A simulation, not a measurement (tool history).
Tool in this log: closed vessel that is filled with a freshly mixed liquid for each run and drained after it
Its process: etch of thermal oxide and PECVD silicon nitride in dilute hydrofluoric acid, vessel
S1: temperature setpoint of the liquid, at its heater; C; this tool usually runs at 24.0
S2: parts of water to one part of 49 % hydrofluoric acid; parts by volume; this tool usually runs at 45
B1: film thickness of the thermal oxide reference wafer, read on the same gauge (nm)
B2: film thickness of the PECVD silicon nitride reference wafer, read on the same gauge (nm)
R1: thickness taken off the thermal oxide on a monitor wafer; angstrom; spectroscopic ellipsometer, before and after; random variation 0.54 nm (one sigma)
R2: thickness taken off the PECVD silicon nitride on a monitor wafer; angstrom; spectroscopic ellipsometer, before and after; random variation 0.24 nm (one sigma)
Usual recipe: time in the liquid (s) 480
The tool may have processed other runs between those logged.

Run 1, hour 0.0: usual settings but S1 25.0 C; B1 109.98; B2 99.95. Result: R1 620.2 angstrom, R2 288.8 angstrom.
Run 2, hour 48.6: usual settings but time in the liquid (s) 255; B1 110.02; B2 100.01. Result: R1 312.8 angstrom, R2 143.3 angstrom.
Run 3, hour 74.0: usual settings but time in the liquid (s) 255; B1 109.99; B2 100.03. Result: R1 318.0 angstrom, R2 142.5 angstrom.
Run 4, hour 116.8: usual settings but S2 60 parts by volume, time in the liquid (s) 225; B1 110.00; B2 99.98. Result: R1 206.5 angstrom, R2 97.5 angstrom.
At hour 153.6: hydrofluoric acid flow meter replaced.
Run 5, hour 170.0: usual settings; B1 110.06; B2 100.01. Result: R1 626.9 angstrom, R2 284.3 angstrom.
Run 6, hour 248.3: usual settings; B1 110.05; B2 100.03. Result: R1 619.8 angstrom, R2 277.7 angstrom.
Run 7, hour 305.0: usual settings but time in the liquid (s) 590; B1 110.03; B2 100.04. Result: R1 766.5 angstrom, R2 344.3 angstrom.
Run 8, hour 359.4: usual settings but S1 22.5 C, S2 55 parts by volume, time in the liquid (s) 340; B1 110.05; B2 100.03. Result: R1 331.5 angstrom, R2 147.8 angstrom.
Run 9, hour 399.3: usual settings but S1 27.0 C; B1 109.97; B2 99.99. Result: R1 712.9 angstrom, R2 340.1 angstrom.
Run 10, hour 440.4: usual settings but S1 21.0 C; B1 110.01; B2 100.01. Result: R1 554.0 angstrom, R2 230.1 angstrom.
Run 11, hour 506.8: usual settings but time in the liquid (s) 555; B1 110.00; B2 100.02. Result: R1 728.3 angstrom, R2 333.5 angstrom.
At hour 545.2: hydrofluoric acid flow meter replaced, repeated, since the last time left the tool worse.
Run 12, hour 575.1: usual settings but S1 21.5 C, S2 40 parts by volume; B1 110.01; B2 99.96. Result: R1 588.6 angstrom, R2 244.8 angstrom.
Run 13, hour 626.5: usual settings; B1 109.96; B2 100.02. Result: R1 575.6 angstrom, R2 262.2 angstrom.
Run 14, hour 698.1: usual settings but S1 26.5 C, S2 55 parts by volume; B1 110.01; B2 99.99. Result: R1 504.7 angstrom, R2 252.9 angstrom.
At hour 721.0: thermometer replaced.
Run 15, hour 758.8: usual settings but S1 29.0 C; B1 110.05; B2 99.95. Result: R1 700.8 angstrom, R2 364.9 angstrom.
At hour 808.7: gauge calibrated.
Run 16, hour 825.1: usual settings; B1 110.00; B2 100.00. Result: R1 581.1 angstrom, R2 263.2 angstrom.
Run 17, hour 889.4: usual settings but S1 25.5 C, S2 40 parts by volume, time in the liquid (s) 200; B1 110.02; B2 100.01. Result: R1 289.2 angstrom, R2 134.1 angstrom.
Run 18, hour 937.9: usual settings but S1 25.5 C, S2 55 parts by volume, time in the liquid (s) 405; B1 110.00; B2 99.96. Result: R1 424.4 angstrom, R2 200.5 angstrom.
Run 19, hour 995.4: usual settings; B1 109.96; B2 100.01. Result: R1 573.8 angstrom, R2 259.8 angstrom.
Run 20, hour 1062.8: usual settings but S1 20.0 C; B1 110.00; B2 99.97. Result: R1 490.0 angstrom, R2 203.8 angstrom.
Run 21, hour 1117.1: usual settings; B1 109.96; B2 99.98. Result: R1 576.9 angstrom, R2 263.3 angstrom.
Run 22, hour 1167.6: usual settings but S2 25 parts by volume, time in the liquid (s) 665; B1 109.99; B2 100.03. Result: R1 1489.5 angstrom, R2 657.0 angstrom.
Run 23, hour 1204.8: usual settings; B1 110.00; B2 100.01. Result: R1 593.9 angstrom, R2 260.3 angstrom.
Run 24, hour 1266.6: usual settings but S1 26.0 C, S2 35 parts by volume, time in the liquid (s) 570; B1 110.03; B2 99.99. Result: R1 990.4 angstrom, R2 467.2 angstrom.
Run 25, hour 1336.4: usual settings; B1 109.97; B2 100.01. Result: R1 594.7 angstrom, R2 267.9 angstrom.

Difference, measured minus no-hidden-state, one row per run. Run-to-run variation is common to both terms; the gauge's own scatter need not be:
Unlogged tool condition in this case: liquid colder than its thermometer reads (K); hydrofluoric acid flow above the setpoint (%); gauge reads high (%).
run     R1     R2
  1  +31.2  +13.4
  2  +16.4   +6.9
  3  +16.9   +7.0
  4  +11.6   +5.0
  5  +53.0  +22.2
  6  +54.1  +22.4
  7  +68.4  +28.5
  8  +30.6  +12.5
  9  +66.6  +29.4
 10  +52.2  +20.0
 11  +70.6  +30.0
 12   +1.6   +0.6
 13   +2.8   +1.2
 14   +4.1   +1.9
 15   +7.6   +3.7
 16   +8.1   +3.4
 17   +4.8   +2.0
 18   +8.1   +3.5
 19  +12.1   +5.0
 20  +11.7   +4.5
 21  +15.2   +6.4
 22  +41.9  +17.2
 23  +17.9   +7.3
 24  +32.0  +14.0
 25  +21.3   +8.8
